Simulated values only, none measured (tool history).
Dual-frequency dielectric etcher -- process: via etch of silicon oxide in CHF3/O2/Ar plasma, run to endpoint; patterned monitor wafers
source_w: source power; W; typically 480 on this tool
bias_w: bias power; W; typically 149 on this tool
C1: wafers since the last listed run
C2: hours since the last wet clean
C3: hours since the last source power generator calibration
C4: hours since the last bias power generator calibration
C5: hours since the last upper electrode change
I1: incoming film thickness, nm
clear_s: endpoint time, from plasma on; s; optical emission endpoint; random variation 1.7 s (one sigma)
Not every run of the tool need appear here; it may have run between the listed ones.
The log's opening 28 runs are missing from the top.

At hour 684.1: wet clean of the chamber.
Run 29, hour 684.6: usual settings but source_w 440 W; C1 21; C2 0.5; C3 452.4; C4 583.7; C5 588.8; I1 718.8. Result: clear_s 452.9 s.
Run 30, hour 710.9: usual settings but source_w 550 W; C1 168; C2 26.8; C3 478.7; C4 610.0; C5 615.1; I1 722.6. Result: clear_s 405.3 s.
Run 31, hour 734.0: usual settings but source_w 540 W, bias_w 166 W; C1 147; C2 49.9; C3 501.8; C4 633.1; C5 638.2; I1 720.4. Result: clear_s 394.7 s.
Run 32, hour 761.0: usual settings but source_w 390 W; C1 172; C2 76.9; C3 528.8; C4 660.1; C5 665.2; I1 724.7. Result: clear_s 488.2 s.
Run 33, hour 792.8: usual settings but bias_w 171 W; C1 203; C2 108.7; C3 560.6; C4 691.9; C5 697.0; I1 720.4. Result: clear_s 416.5 s.
Run 34, hour 819.3: usual settings but source_w 600 W, bias_w 119 W; C1 169; C2 135.2; C3 587.1; C4 718.4; C5 723.5; I1 722.3. Result: clear_s 423.7 s.
Run 35, hour 837.9: usual settings but source_w 560 W, bias_w 128 W; C1 119; C2 153.8; C3 605.7; C4 737.0; C5 742.1; I1 722.1. Result: clear_s 426.2 s.
Run 36, hour 852.6: usual settings but bias_w 128 W; C1 94; C2 168.5; C3 620.4; C4 751.7; C5 756.8; I1 720.3. Result: clear_s 461.9 s.

3 ways to go on from here, each from the tool as it stands after run 36. What would each give?
Run A, hour 853.1: usual settings but source_w 520 W; C1 3; C2 169.0; C3 620.9; C4 752.2; C5 757.3; I1 718.6. Result: clear_s ?.
Run B, hour 853.1: usual settings but source_w 410 W, bias_w 186 W; C1 3; C2 169.0; C3 620.9; C4 752.2; C5 757.3; I1 718.6. Result: clear_s ?.
Run C, hour 853.1: usual settings but source_w 560 W, bias_w 113 W; C1 3; C2 169.0; C3 620.9; C4 752.2; C5 757.3; I1 718.6. Result: clear_s ?.

run  clear_s
  A    418.1
  B    437.0
  C    441.9
Stripped of hidden state, with their random variation kept, the same runs would have yielded:
run  clear_s
  A    416.4
  B    435.3
  C    440.1
